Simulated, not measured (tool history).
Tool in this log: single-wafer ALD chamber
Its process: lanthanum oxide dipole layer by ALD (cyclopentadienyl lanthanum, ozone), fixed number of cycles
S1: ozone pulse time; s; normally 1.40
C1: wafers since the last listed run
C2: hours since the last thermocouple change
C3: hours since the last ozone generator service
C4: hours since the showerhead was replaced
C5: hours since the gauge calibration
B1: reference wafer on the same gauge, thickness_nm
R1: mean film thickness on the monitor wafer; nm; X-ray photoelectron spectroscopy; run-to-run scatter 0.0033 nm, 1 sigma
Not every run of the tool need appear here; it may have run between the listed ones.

run	hour	S1	C1	C2	C3	C4	C5	B1	R1
1	0.0	0.96	0	2257.2	1104.4	4811.3	3.3	0.658	0.521
2	31.5	0.96	528	2288.7	1135.9	4842.8	34.8	0.660	0.521
3	49.1	0.96	295	2306.3	1153.5	4860.4	52.4	0.658	0.528
# hour 61.1: ozone generator serviced
4	71.8	1.19	246	2329.0	10.7	4883.1	75.1	0.658	0.568
5	103.6	1.19	533	2360.8	42.5	4914.9	106.9	0.660	0.560
6	136.0	1.76	543	2393.2	74.9	4947.3	139.3	0.660	0.615
# hour 157.8: thermocouple changed; heater temperature recalibrated
7	163.0	1.76	318	5.2	101.9	4974.3	166.3	0.661	0.611
8	181.8	1.76	315	24.0	120.7	4993.1	185.1	0.663	0.609
9	194.0	1.40	204	36.2	132.9	5005.3	197.3	0.660	0.594
10	217.8	1.40	399	60.0	156.7	5029.1	221.1	0.663	0.594
11	246.3	1.40	478	88.5	185.2	5057.6	249.6	0.665	0.591
12	273.0	1.40	448	115.2	211.9	5084.3	276.3	0.663	0.592
13	303.5	1.22	512	145.7	242.4	5114.8	306.8	0.665	0.573
14	320.6	1.17	287	162.8	259.5	5131.9	323.9	0.666	0.572
15	348.4	1.40	466	190.6	287.3	5159.7	351.7	0.667	0.598
16	383.2	0.89	584	225.4	322.1	5194.5	386.5	0.667	0.515
# hour 397.0: showerhead replaced
17	458.1	1.89	1123	300.3	397.0	61.1	461.4	0.669	0.630
18	479.3	1.40	355	321.5	418.2	82.3	482.6	0.670	0.598
19	498.5	1.16	322	340.7	437.4	101.5	501.8	0.669	0.565
20	523.7	1.40	423	365.9	462.6	126.7	527.0	0.671	0.597
21	549.3	1.05	429	391.5	488.2	152.3	552.6	0.672	0.557
22	561.6	1.86	206	403.8	500.5	164.6	564.9	0.672	0.625
23	590.4	1.01	483	432.6	529.3	193.4	593.7	0.671	0.544
# hour 604.9: gauge calibrated
24	610.8	1.24	342	453.0	549.7	213.8	5.9	0.659	0.571
25	624.3	1.80	226	466.5	563.2	227.3	19.4	0.659	0.610
26	642.9	1.40	312	485.1	581.8	245.9	38.0	0.660	0.590
27	738.6	1.88	1606	580.8	677.5	341.6	133.7	0.663	0.621
28	752.6	1.56	235	594.8	691.5	355.6	147.7	0.664	0.597
29	765.7	1.40	219	607.9	704.6	368.7	160.8	0.663	0.593
30	799.6	1.40	569	641.8	738.5	402.6	194.7	0.665	0.593
31	828.3	1.40	481	670.5	767.2	431.3	223.4	0.664	0.591
32	852.5	1.57	406	694.7	791.4	455.5	247.6	0.664	0.607
33	885.9	0.88	560	728.1	824.8	488.9	281.0	0.667	0.508
34	902.4	0.98	276	744.6	841.3	505.4	297.5	0.667	0.532
35	918.6	1.60	271	760.8	857.5	521.6	313.7	0.669	0.600

3 options for the next run, each taken on its own from the tool as it stands now. Forecast them:
A	919.0	1.40	6	761.2	857.9	522.0	314.1	?	?
B	919.0	1.13	6	761.2	857.9	522.0	314.1	?	?
C	919.0	1.14	6	761.2	857.9	522.0	314.1	?	?

run	B1	R1
A	0.667	0.595
B	0.667	0.563
C	0.667	0.564
Without the tool's hidden state the same runs would have given:
run	R1
A	0.585
B	0.553
C	0.555
